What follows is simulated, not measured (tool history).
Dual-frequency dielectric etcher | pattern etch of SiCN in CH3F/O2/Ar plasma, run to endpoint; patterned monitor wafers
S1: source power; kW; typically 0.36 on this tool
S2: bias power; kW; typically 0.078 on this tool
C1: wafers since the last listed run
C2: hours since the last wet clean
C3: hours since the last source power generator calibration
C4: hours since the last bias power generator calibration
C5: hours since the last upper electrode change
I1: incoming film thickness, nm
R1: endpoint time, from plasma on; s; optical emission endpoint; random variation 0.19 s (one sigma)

run     day    S1     S2    C1     C2      C3      C4      C5     I1    R1
  1       0  0.36  0.089     0  140.5  3867.8  3604.4  1560.8   10.7    25
  2   2.988  0.36  0.089  1312  212.2  3939.5  3676.1  1632.5  10.67  24.7
  3   4.171  0.36  0.078   519  240.6  3967.9  3704.5  1660.9   10.8  26.2
  4   6.804  0.36  0.078  1156  303.8  4031.1  3767.7  1724.1  10.76  25.7
  5   8.496  0.36  0.078   742  344.4  4071.7  3808.3  1764.7  10.75  25.9
  6  11.008  0.36  0.078  1103  404.7    4132  3868.6    1825  10.79  25.9
  7  13.446  0.36  0.078  1070  463.2  4190.5  3927.1  1883.5  10.86  26.1
     14.492  -- wet clean of the chamber
  8  14.512  0.36  0.062    29    0.5  4216.1  3952.7  1909.1  10.84    27
  9  16.288  0.36  0.062   779   43.1  4258.7  3995.3  1951.7   10.8  27.2
 10  17.375  0.36  0.062   477   69.2  4284.8  4021.4  1977.8  10.85  27.2
 11    19.3  0.36  0.078   845  115.4    4331  4067.6    2024  10.75  25.2
 12  22.192  0.36  0.078  1270  184.8  4400.4    4137  2093.4   10.8    25
 13  23.662  0.36  0.078   645  220.1  4435.7  4172.3  2128.7  10.83  25.1
 14    26.5  0.39  0.083  1246  288.2  4503.8  4240.4  2196.8  10.66  23.2
     27.808  -- source power generator calibrated
     27.912  -- wet clean of the chamber, repeated, since the last time left the tool worse
 15  29.229  0.31  0.078  1080   31.6    34.1  4305.9  2262.3  10.82    29
 16  31.667  0.36  0.089  1070   90.1    92.6  4364.4  2320.8   10.8  25.6
 17  34.229  0.28  0.078  1125  151.6   154.1  4425.9  2382.3  10.82  30.7
 18  36.204  0.36  0.078   867    199   201.5  4473.3  2429.7  10.86  26.4
     38.412  -- upper electrode replaced
 19  38.992  0.33  0.061   785  265.9   268.4  4540.2    13.9  10.79  29.7
 20    40.4  0.36  0.078   618  299.7   302.2    4574    47.7     11  26.7
 21  43.125  0.29  0.078  1196  365.1   367.6  4639.4   113.1  10.74  29.3
 22  45.046  0.36  0.078   843  411.2   413.7  4685.5   159.2  10.68  25.7
 23  46.267  0.36  0.078   536  440.5     443  4714.8   188.5  10.71  25.7
 24  47.304  0.32  0.063   455  465.4   467.9  4739.7   213.4  10.86  29.9
 25  48.804  0.39   0.06   658  501.4   503.9  4775.7   249.4  10.83  26.9
     50.417  -- wet clean of the chamber
 26  51.567  0.36  0.078   774   27.6   570.2    4842   315.7  10.74  26.4
 27    53.4  0.43  0.078   805   71.6   614.2    4886   359.7  10.75  23.9
     54.879  -- bias power generator calibrated
 28  55.117  0.33  0.078   680  112.8   655.4     5.7   400.9  10.93  28.1
 29  56.433  0.31  0.072   578  144.4     687    37.3   432.5  10.75  29.4
 30  58.529  0.28  0.097   920  194.7   737.3    87.6   482.8  10.75  28.3
 31  60.767  0.29  0.059   982  248.4     791   141.3   536.5  10.87  32.6
 32  63.233  0.36  0.078  1083  307.6   850.2   200.5   595.7  10.71    26
     69.771  -- wet clean of the chamber
 33  71.888  0.42  0.071  3361   50.8  1057.9   408.2   803.4  10.78  24.9
 34  74.379  0.27  0.078  1094  110.6  1117.7     468   863.2   10.9  31.4
 35  76.842  0.39  0.083  1081  169.7  1176.8   527.1   922.3   10.8  24.7

Pick out some run-to-run changes in R1. Of each, how much would a tool without hidden state show as well, from the settings, what came in and chance, and how much is left for the hidden state and any gauge scatter not in both results compared?
The tool's hidden condition here consists of: etch rate over this chamber's usual, %; source power that arrives over what is set, %; bias power that arrives over what is set, %.
Run 7 -> 8: S2 0.078 -> 0.062, wet clean of the chamber. R1 +0.9 s: hidden state -0.6, all else +1.5.
Run 14 -> 15: S1 0.39 -> 0.31, S2 0.083 -> 0.078, source power generator calibrated, wet clean of the chamber, repeated, since the last time left the tool worse. R1 +5.8 s: hidden state +1.6, all else +4.2.
Run 25 -> 26: S1 0.39 -> 0.36, S2 0.06 -> 0.078, wet clean of the chamber. R1 -0.5 s: hidden state +0.7, all else -1.2.
Run 31 -> 32: S1 0.29 -> 0.36, S2 0.059 -> 0.078. R1 -6.6 s: hidden state +0, all else -6.6.
Run 33 -> 34: S1 0.42 -> 0.27, S2 0.071 -> 0.078. R1 +6.5 s: hidden state -0.2, all else +6.7.
Run 34 -> 35: S1 0.27 -> 0.39, S2 0.078 -> 0.083. R1 -6.7 s: hidden state +0, all else -6.7.
